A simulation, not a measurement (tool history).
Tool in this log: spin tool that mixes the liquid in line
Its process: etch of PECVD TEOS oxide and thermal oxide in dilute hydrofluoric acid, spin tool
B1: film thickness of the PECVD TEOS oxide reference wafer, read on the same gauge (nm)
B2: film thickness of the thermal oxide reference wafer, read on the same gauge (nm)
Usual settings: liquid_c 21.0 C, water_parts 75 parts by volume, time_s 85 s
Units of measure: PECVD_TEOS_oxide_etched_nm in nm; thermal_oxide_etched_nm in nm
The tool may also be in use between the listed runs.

{"run": 1, "hour": 0.0, "liquid_c": 21.0, "water_parts": 90, "time_s": 105, "B1": 139.96, "B2": 59.958, "PECVD_TEOS_oxide_etched_nm": 20.61, "thermal_oxide_etched_nm": 4.828}
{"run": 2, "hour": 21.2, "liquid_c": 21.0, "water_parts": 75, "time_s": 85, "B1": 140.04, "B2": 59.957, "PECVD_TEOS_oxide_etched_nm": 20.37, "thermal_oxide_etched_nm": 4.678}
{"run": 3, "hour": 37.2, "liquid_c": 21.0, "water_parts": 75, "time_s": 85, "B1": 139.96, "B2": 60.026, "PECVD_TEOS_oxide_etched_nm": 20.37, "thermal_oxide_etched_nm": 4.626}
{"run": 4, "hour": 60.6, "liquid_c": 21.0, "water_parts": 75, "time_s": 85, "B1": 139.99, "B2": 59.997, "PECVD_TEOS_oxide_etched_nm": 20.21, "thermal_oxide_etched_nm": 4.619}
{"run": 5, "hour": 82.0, "liquid_c": 21.0, "water_parts": 75, "time_s": 85, "B1": 139.98, "B2": 59.984, "PECVD_TEOS_oxide_etched_nm": 20.28, "thermal_oxide_etched_nm": 4.739}
{"run": 6, "hour": 114.2, "liquid_c": 17.0, "water_parts": 75, "time_s": 85, "B1": 139.98, "B2": 60.015, "PECVD_TEOS_oxide_etched_nm": 17.11, "thermal_oxide_etched_nm": 3.951}
{"run": 7, "hour": 133.9, "liquid_c": 20.0, "water_parts": 75, "time_s": 85, "B1": 140.02, "B2": 60.001, "PECVD_TEOS_oxide_etched_nm": 19.43, "thermal_oxide_etched_nm": 4.408}
{"run": 8, "hour": 147.7, "liquid_c": 20.0, "water_parts": 75, "time_s": 85, "B1": 140.01, "B2": 60.019, "PECVD_TEOS_oxide_etched_nm": 19.38, "thermal_oxide_etched_nm": 4.458}
{"run": 9, "hour": 160.1, "liquid_c": 21.0, "water_parts": 75, "time_s": 85, "B1": 140.02, "B2": 59.995, "PECVD_TEOS_oxide_etched_nm": 20.29, "thermal_oxide_etched_nm": 4.625}
{"hour": 234.6, "done": "thermometer replaced"}
{"run": 10, "hour": 264.0, "liquid_c": 21.0, "water_parts": 110, "time_s": 85, "B1": 139.98, "B2": 59.98, "PECVD_TEOS_oxide_etched_nm": 14.83, "thermal_oxide_etched_nm": 3.472}
{"hour": 356.7, "done": "gauge calibrated"}
{"run": 11, "hour": 358.3, "liquid_c": 25.0, "water_parts": 45, "time_s": 85, "B1": 139.96, "B2": 59.996, "PECVD_TEOS_oxide_etched_nm": 45.85, "thermal_oxide_etched_nm": 10.706}
{"run": 12, "hour": 460.1, "liquid_c": 21.0, "water_parts": 75, "time_s": 85, "B1": 139.99, "B2": 60.007, "PECVD_TEOS_oxide_etched_nm": 22.53, "thermal_oxide_etched_nm": 5.268}
{"run": 13, "hour": 483.8, "liquid_c": 21.0, "water_parts": 90, "time_s": 105, "B1": 139.99, "B2": 59.953, "PECVD_TEOS_oxide_etched_nm": 23.04, "thermal_oxide_etched_nm": 5.365}
{"run": 14, "hour": 497.9, "liquid_c": 23.5, "water_parts": 60, "time_s": 105, "B1": 139.95, "B2": 59.982, "PECVD_TEOS_oxide_etched_nm": 39.34, "thermal_oxide_etched_nm": 9.063}
{"run": 15, "hour": 576.4, "liquid_c": 21.0, "water_parts": 90, "time_s": 105, "B1": 140.01, "B2": 60.015, "PECVD_TEOS_oxide_etched_nm": 23.03, "thermal_oxide_etched_nm": 5.288}
{"run": 16, "hour": 606.8, "liquid_c": 22.5, "water_parts": 50, "time_s": 105, "B1": 139.99, "B2": 59.967, "PECVD_TEOS_oxide_etched_nm": 45.64, "thermal_oxide_etched_nm": 10.652}
{"hour": 691.4, "done": "hydrofluoric acid flow meter replaced"}
{"run": 17, "hour": 697.4, "liquid_c": 21.0, "water_parts": 60, "time_s": 85, "B1": 139.99, "B2": 59.994, "PECVD_TEOS_oxide_etched_nm": 26.49, "thermal_oxide_etched_nm": 6.064}
{"run": 18, "hour": 715.3, "liquid_c": 21.0, "water_parts": 75, "time_s": 60, "B1": 140.0, "B2": 59.993, "PECVD_TEOS_oxide_etched_nm": 14.8, "thermal_oxide_etched_nm": 3.422}
{"run": 19, "hour": 741.3, "liquid_c": 21.0, "water_parts": 75, "time_s": 55, "B1": 139.99, "B2": 59.988, "PECVD_TEOS_oxide_etched_nm": 13.57, "thermal_oxide_etched_nm": 3.098}
{"run": 20, "hour": 764.5, "liquid_c": 21.0, "water_parts": 75, "time_s": 85, "B1": 139.99, "B2": 60.003, "PECVD_TEOS_oxide_etched_nm": 20.68, "thermal_oxide_etched_nm": 4.803}
{"run": 21, "hour": 785.9, "liquid_c": 21.0, "water_parts": 85, "time_s": 85, "B1": 140.04, "B2": 59.999, "PECVD_TEOS_oxide_etched_nm": 18.08, "thermal_oxide_etched_nm": 4.174}
{"run": 22, "hour": 802.2, "liquid_c": 24.5, "water_parts": 75, "time_s": 85, "B1": 140.0, "B2": 59.996, "PECVD_TEOS_oxide_etched_nm": 24.31, "thermal_oxide_etched_nm": 5.489}
{"run": 23, "hour": 834.6, "liquid_c": 17.5, "water_parts": 115, "time_s": 65, "B1": 139.97, "B2": 59.981, "PECVD_TEOS_oxide_etched_nm": 8.56, "thermal_oxide_etched_nm": 2.003}
{"run": 24, "hour": 856.5, "liquid_c": 22.5, "water_parts": 110, "time_s": 130, "B1": 140.01, "B2": 60.016, "PECVD_TEOS_oxide_etched_nm": 21.94, "thermal_oxide_etched_nm": 5.13}
{"run": 25, "hour": 957.5, "liquid_c": 21.0, "water_parts": 75, "time_s": 85, "B1": 139.97, "B2": 60.018, "PECVD_TEOS_oxide_etched_nm": 20.88, "thermal_oxide_etched_nm": 4.779}
{"run": 26, "hour": 979.4, "liquid_c": 23.0, "water_parts": 75, "time_s": 85, "B1": 140.02, "B2": 60.001, "PECVD_TEOS_oxide_etched_nm": 22.54, "thermal_oxide_etched_nm": 5.249}
{"run": 27, "hour": 996.3, "liquid_c": 21.0, "water_parts": 100, "time_s": 85, "B1": 139.98, "B2": 59.979, "PECVD_TEOS_oxide_etched_nm": 15.15, "thermal_oxide_etched_nm": 3.497}

What if the next run were any one of these 3? Each begins from the tool's condition after run 27:
{"run": "A", "hour": 996.7, "liquid_c": 21.0, "water_parts": 75, "time_s": 85, "B1": "?", "B2": "?", "PECVD_TEOS_oxide_etched_nm": "?", "thermal_oxide_etched_nm": "?"}
{"run": "B", "hour": 996.7, "liquid_c": 19.5, "water_parts": 40, "time_s": 110, "B1": "?", "B2": "?", "PECVD_TEOS_oxide_etched_nm": "?", "thermal_oxide_etched_nm": "?"}
{"run": "C", "hour": 996.7, "liquid_c": 17.5, "water_parts": 55, "time_s": 105, "B1": "?", "B2": "?", "PECVD_TEOS_oxide_etched_nm": "?", "thermal_oxide_etched_nm": "?"}

run=A B1=140.02 B2=59.989 PECVD_TEOS_oxide_etched_nm=20.73 thermal_oxide_etched_nm=4.904
run=B B1=140.02 B2=59.989 PECVD_TEOS_oxide_etched_nm=49.14 thermal_oxide_etched_nm=11.625
run=C B1=140.02 B2=59.989 PECVD_TEOS_oxide_etched_nm=30.76 thermal_oxide_etched_nm=7.277
With the hidden condition removed and each run's random variation left untouched, the same runs would have given:
run=A PECVD_TEOS_oxide_etched_nm=21.07 thermal_oxide_etched_nm=4.985
run=B PECVD_TEOS_oxide_etched_nm=50.05 thermal_oxide_etched_nm=11.840
run=C PECVD_TEOS_oxide_etched_nm=31.33 thermal_oxide_etched_nm=7.411
